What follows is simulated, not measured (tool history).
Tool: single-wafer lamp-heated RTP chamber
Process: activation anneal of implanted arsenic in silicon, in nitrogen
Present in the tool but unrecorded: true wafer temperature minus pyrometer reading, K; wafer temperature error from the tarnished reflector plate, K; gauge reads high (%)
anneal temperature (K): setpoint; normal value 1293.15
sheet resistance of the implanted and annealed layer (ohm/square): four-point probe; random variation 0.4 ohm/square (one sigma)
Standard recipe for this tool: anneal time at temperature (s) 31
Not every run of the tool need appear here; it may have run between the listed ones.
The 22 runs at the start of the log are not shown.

run   hour  anneal temperature (K)  anneal time at temperature (s)  wafers since the last listed run  wafers since the last pyrometer calibration  wafers since the reflector plate was cleaned  hours since the gauge calibration  read-back reference wafer on the same gauge, sheet resistance  sheet resistance of the implanted and annealed layer (ohm/square)
 23  292.5                 1293.15                              42                               117                                          543                                           721                                130                                                         231.51                                                             263.19
 24  300.3                 1270.15                              31                                64                                          608                                           785                              137.8                                                         231.51                                                             268.21
 25  310.7                 1293.15                              31                                85                                          693                                           870                              148.2                                                         231.35                                                             265.37
 26    319                 1311.15                              31                                68                                          761                                           938                              156.5                                                          231.3                                                             261.69
 27  334.6                 1293.15                              45                               128                                          889                                          1066                              172.1                                                         231.26                                                              262.2
 28  340.8                 1263.15                              16                                50                                          940                                          1117                              178.3                                                          231.1                                                              271.1
 29  350.5                 1293.15                              31                                79                                         1020                                          1197                                188                                                         231.06                                                             264.13
 30    361                 1317.15                              18                                86                                         1106                                          1283                              198.5                                                         230.99                                                             265.09
 31  367.7                 1271.15                              47                                54                                         1161                                          1338                              205.2                                                         230.95                                                             265.08
 32  382.3                 1271.15                              19                               119                                         1281                                          1458                              219.8                                                         230.88                                                             268.83
 33  390.7                 1293.15                              15                                68                                         1350                                          1527                              228.2                                                         230.61                                                                267
 34  404.6                 1271.15                              42                               114                                         1464                                          1641                              242.1                                                         230.45                                                              265.1
 35  419.7                 1293.15                              47                               123                                         1588                                          1765                              257.2                                                         230.36                                                             260.72
 36    430                 1293.15                              31                                84                                         1672                                          1850                              267.5                                                         230.14                                                             262.93
 37  443.7                 1269.15                              37                               112                                         1785                                          1962                              281.2                                                            230                                                              265.5
 38  455.9                 1293.15                              31                               100                                         1885                                          2062                              293.4                                                         229.74                                                             262.79

Forecast each of these 3 alternatives for the next run:
  A  456.3                 1293.15                              31                                 3                                         1888                                          2065                              293.8                                                              ?                                                                  ?
  B  456.3                 1263.15                              39                                 3                                         1888                                          2065                              293.8                                                              ?                                                                  ?
  C  456.3                 1285.15                              37                                 3                                         1888                                          2065                              293.8                                                              ?                                                                  ?

run  read-back reference wafer on the same gauge, sheet resistance  sheet resistance of the implanted and annealed layer (ohm/square)
  A                                                         229.81                                                             263.18
  B                                                         229.81                                                             265.73
  C                                                         229.81                                                             263.25
Take away the tool's hidden state, keep each run's random variation, and the runs would have read:
run  sheet resistance of the implanted and annealed layer (ohm/square)
  A                                                             265.69
  B                                                             268.27
  C                                                             265.77

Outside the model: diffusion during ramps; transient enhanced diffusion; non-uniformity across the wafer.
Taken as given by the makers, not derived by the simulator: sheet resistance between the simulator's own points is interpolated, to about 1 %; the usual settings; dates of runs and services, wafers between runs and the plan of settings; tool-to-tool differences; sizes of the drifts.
